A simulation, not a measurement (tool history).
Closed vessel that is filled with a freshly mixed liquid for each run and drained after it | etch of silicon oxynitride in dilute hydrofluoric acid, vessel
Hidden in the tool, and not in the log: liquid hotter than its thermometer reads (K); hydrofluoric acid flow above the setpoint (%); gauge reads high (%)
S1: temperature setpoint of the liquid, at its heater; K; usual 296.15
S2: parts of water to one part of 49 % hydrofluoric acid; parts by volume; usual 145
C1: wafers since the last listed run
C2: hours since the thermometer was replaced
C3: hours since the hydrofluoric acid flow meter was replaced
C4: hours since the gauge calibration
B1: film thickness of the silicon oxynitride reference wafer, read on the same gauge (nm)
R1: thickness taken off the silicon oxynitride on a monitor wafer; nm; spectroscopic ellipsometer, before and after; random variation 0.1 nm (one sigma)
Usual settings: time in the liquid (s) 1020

run 1 hour=0 | S1=296.15 S2=110 time_in_the_liquid_(s)=1020 | C1=0 C2=1856.9 C3=552.6 C4=917.7 | B1=80.07 | R1=26.67
run 2 hour=42.7 | S1=296.15 S2=110 time_in_the_liquid_(s)=1020 | C1=2947 C2=1899.6 C3=595.3 C4=960.4 | B1=80 | R1=26.46
run 3 hour=92.2 | S1=296.15 S2=145 time_in_the_liquid_(s)=1020 | C1=3417 C2=1949.1 C3=644.8 C4=1009.9 | B1=79.97 | R1=19.71
run 4 hour=143.6 | S1=296.15 S2=145 time_in_the_liquid_(s)=1020 | C1=3548 C2=2000.5 C3=696.2 C4=1061.3 | B1=80.04 | R1=19.55
run 5 hour=206.5 | S1=296.15 S2=145 time_in_the_liquid_(s)=1020 | C1=4342 C2=2063.4 C3=759.1 C4=1124.2 | B1=80.05 | R1=19.63
run 6 hour=238 | S1=296.15 S2=145 time_in_the_liquid_(s)=1020 | C1=2174 C2=2094.9 C3=790.6 C4=1155.7 | B1=80 | R1=19.51
run 7 hour=377.6 | S1=296.15 S2=145 time_in_the_liquid_(s)=1020 | C1=9637 C2=2234.5 C3=930.2 C4=1295.3 | B1=80.02 | R1=19.43
run 8 hour=414.1 | S1=296.15 S2=145 time_in_the_liquid_(s)=1020 | C1=2519 C2=2271 C3=966.7 C4=1331.8 | B1=80 | R1=19.78
run 9 hour=477.3 | S1=296.15 S2=145 time_in_the_liquid_(s)=1020 | C1=4362 C2=2334.2 C3=1029.9 C4=1395 | B1=80.03 | R1=19.49
-- hour=502.8 thermometer replaced
run 10 hour=527.6 | S1=296.15 S2=145 time_in_the_liquid_(s)=1020 | C1=3403 C2=24.8 C3=1080.2 C4=1445.3 | B1=79.98 | R1=19.59
run 11 hour=586.7 | S1=292.65 S2=145 time_in_the_liquid_(s)=1020 | C1=4079 C2=83.9 C3=1139.3 C4=1504.4 | B1=80.01 | R1=16.6
run 12 hour=722.6 | S1=296.15 S2=145 time_in_the_liquid_(s)=700 | C1=9381 C2=219.8 C3=1275.2 C4=1640.3 | B1=79.97 | R1=13.38
run 13 hour=754.6 | S1=296.15 S2=185 time_in_the_liquid_(s)=1390 | C1=2209 C2=251.8 C3=1307.2 C4=1672.3 | B1=80 | R1=20.39
run 14 hour=793.4 | S1=296.15 S2=145 time_in_the_liquid_(s)=1020 | C1=2678 C2=290.6 C3=1346 C4=1711.1 | B1=79.96 | R1=19.43
run 15 hour=850.7 | S1=296.15 S2=90 time_in_the_liquid_(s)=1020 | C1=3955 C2=347.9 C3=1403.3 C4=1768.4 | B1=80.01 | R1=33.03
-- hour=914.7 gauge calibrated
run 16 hour=920.9 | S1=296.15 S2=145 time_in_the_liquid_(s)=1020 | C1=4846 C2=418.1 C3=1473.5 C4=6.2 | B1=80.04 | R1=19.67
run 17 hour=991.2 | S1=296.15 S2=145 time_in_the_liquid_(s)=1430 | C1=4853 C2=488.4 C3=1543.8 C4=76.5 | B1=80 | R1=27.29
run 18 hour=1036.8 | S1=296.15 S2=145 time_in_the_liquid_(s)=1250 | C1=3147 C2=534 C3=1589.4 C4=122.1 | B1=80.04 | R1=24.24
-- hour=1090.1 hydrofluoric acid flow meter replaced
run 19 hour=1104.3 | S1=296.15 S2=165 time_in_the_liquid_(s)=1020 | C1=4590 C2=601.5 C3=14.2 C4=189.6 | B1=79.99 | R1=16.91
run 20 hour=1173.5 | S1=299.15 S2=80 time_in_the_liquid_(s)=1020 | C1=4777 C2=670.7 C3=83.4 C4=258.8 | B1=80 | R1=43.38
run 21 hour=1210.2 | S1=296.15 S2=145 time_in_the_liquid_(s)=1020 | C1=2533 C2=707.4 C3=120.1 C4=295.5 | B1=79.97 | R1=19.66
run 22 hour=1245.7 | S1=297.65 S2=105 time_in_the_liquid_(s)=650 | C1=2450 C2=742.9 C3=155.6 C4=331 | B1=80.01 | R1=19.05
run 23 hour=1301.7 | S1=292.65 S2=95 time_in_the_liquid_(s)=1515 | C1=3865 C2=798.9 C3=211.6 C4=387 | B1=79.99 | R1=38.96
run 24 hour=1344.4 | S1=294.65 S2=200 time_in_the_liquid_(s)=1020 | C1=2947 C2=841.6 C3=254.3 C4=429.7 | B1=79.93 | R1=12.69
run 25 hour=1412.3 | S1=296.15 S2=90 time_in_the_liquid_(s)=775 | C1=4687 C2=909.5 C3=322.2 C4=497.6 | B1=80 | R1=24.96

The next listed run, before its measurement:
run 26 hour=1469.7 | S1=291.65 S2=170 time_in_the_liquid_(s)=815 | C1=3962 C2=966.9 C3=379.6 C4=555 | B1=? | R1=?

Run 26 gave B1 80, R1 10.55 nm.
Without the tool's hidden state the same run would have given R1 10.55 nm.
